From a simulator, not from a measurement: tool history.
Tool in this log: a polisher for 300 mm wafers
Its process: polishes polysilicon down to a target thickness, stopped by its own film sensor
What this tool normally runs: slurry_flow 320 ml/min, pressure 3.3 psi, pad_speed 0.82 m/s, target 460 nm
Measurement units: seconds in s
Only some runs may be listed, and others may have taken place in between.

| run | hour | slurry_flow | pressure | pad_speed | target | incoming thickness of the incoming film, nm | seconds |
|---|---|---|---|---|---|---|---|
| 1 | 0.0 | 320 | 3.3 | 0.82 | 460 | 1203.4 | 115.1 |
| 2 | 76.7 | 320 | 3.3 | 0.82 | 460 | 1202.7 | 113.8 |
|  | 131.2 | head pressure recalibrated |
| 3 | 171.9 | 320 | 3.3 | 0.82 | 460 | 1211.2 | 116.2 |
|  | 181.3 | worn pad replaced by a new one |
| 4 | 266.8 | 320 | 3.3 | 0.82 | 460 | 1223.9 | 118.4 |
| 5 | 317.2 | 320 | 2.8 | 0.82 | 460 | 1191.5 | 131.7 |
| 6 | 357.8 | 320 | 2.8 | 0.82 | 460 | 1205.1 | 134.8 |
| 7 | 511.3 | 320 | 2.8 | 0.82 | 460 | 1221.3 | 138.7 |
| 8 | 547.6 | 320 | 3.3 | 0.82 | 460 | 1212.1 | 115.3 |
|  | 576.0 | slurry nozzle cleaned |
| 9 | 642.7 | 380 | 2.9 | 0.82 | 460 | 1179.7 | 128.5 |
| 10 | 742.1 | 380 | 2.9 | 0.82 | 460 | 1183.6 | 126.2 |
|  | 789.5 | head pressure recalibrated |
| 11 | 798.6 | 320 | 3.3 | 0.82 | 460 | 1182.5 | 111.5 |
|  | 857.2 | worn pad replaced by a new one |
| 12 | 873.7 | 320 | 3.3 | 0.82 | 460 | 1218.6 | 119.8 |
| 13 | 966.4 | 400 | 3.3 | 0.82 | 460 | 1182.5 | 111.7 |
| 14 | 1043.3 | 400 | 3.3 | 0.82 | 460 | 1218.9 | 114.9 |
| 15 | 1125.8 | 320 | 3.3 | 0.82 | 460 | 1199.5 | 113.7 |
| 16 | 1214.2 | 250 | 4.1 | 0.94 | 460 | 1201.2 | 84.0 |
| 17 | 1261.5 | 285 | 2.2 | 0.70 | 460 | 1193.8 | 201.8 |
|  | 1336.3 | slurry nozzle cleaned |
| 18 | 1344.2 | 320 | 4.1 | 0.90 | 460 | 1189.9 | 83.3 |
|  | 1350.0 | head pressure recalibrated |
| 19 | 1435.1 | 290 | 3.9 | 0.82 | 460 | 1190.4 | 96.3 |
| 20 | 1503.3 | 320 | 3.3 | 0.82 | 460 | 1215.7 | 114.5 |
|  | 1545.4 | worn pad replaced by a new one |
| 21 | 1594.3 | 320 | 3.3 | 0.82 | 460 | 1190.1 | 115.8 |
| 22 | 1685.0 | 410 | 3.3 | 0.92 | 216 | 1181.9 | 130.0 |
| 23 | 1736.7 | 320 | 2.8 | 0.96 | 295 | 1214.5 | 142.1 |
| 24 | 1779.3 | 245 | 4.4 | 0.60 | 235 | 1189.3 | 150.1 |
| 25 | 1816.9 | 320 | 3.3 | 0.82 | 460 | 1192.2 | 114.0 |
| 26 | 1884.1 | 320 | 2.3 | 0.64 | 296 | 1193.5 | 259.8 |
|  | 1942.1 | slurry nozzle cleaned |
| 27 | 1984.0 | 215 | 3.0 | 0.82 | 460 | 1205.5 | 133.0 |
|  | 2024.5 | head pressure recalibrated |
| 28 | 2088.5 | 210 | 2.3 | 0.82 | 460 | 1196.5 | 169.5 |
|  | 2105.2 | worn pad replaced by a new one |
| 29 | 2171.9 | 320 | 3.9 | 0.62 | 460 | 1208.8 | 129.9 |
| 30 | 2226.5 | 285 | 3.8 | 0.92 | 460 | 1197.5 | 90.1 |
| 31 | 2327.7 | 320 | 2.5 | 0.82 | 460 | 1204.3 | 153.6 |
| 32 | 2419.1 | 320 | 2.2 | 0.82 | 223 | 1196.2 | 226.1 |
| 33 | 2524.3 | 320 | 3.3 | 0.82 | 460 | 1196.2 | 116.6 |
| 34 | 2561.0 | 395 | 3.3 | 1.04 | 460 | 1205.0 | 86.5 |
|  | 2608.7 | slurry nozzle cleaned |
| 35 | 2649.2 | 320 | 3.7 | 0.82 | 663 | 1211.3 | 75.3 |

What if the next run were any one of these 5? Each begins from the tool's condition after run 35:
| A | 2649.7 | 320 | 3.3 | 0.82 | 460 | 1199.4 | ? |
| B | 2649.7 | 320 | 3.3 | 1.02 | 460 | 1199.4 | ? |
| C | 2649.7 | 320 | 3.3 | 0.82 | 715 | 1199.4 | ? |
| D | 2649.7 | 360 | 2.9 | 0.92 | 556 | 1199.4 | ? |
| E | 2649.7 | 405 | 3.3 | 0.82 | 460 | 1199.4 | ? |

| run | seconds |
|---|---|
| A | 115.6 |
| B | 93.0 |
| C | 75.8 |
| D | 101.2 |
| E | 113.9 |
Stripped of hidden state, with their random variation kept, the same runs would have yielded:
| run | seconds |
|---|---|
| A | 115.6 |
| B | 93.0 |
| C | 75.8 |
| D | 101.2 |
| E | 113.9 |
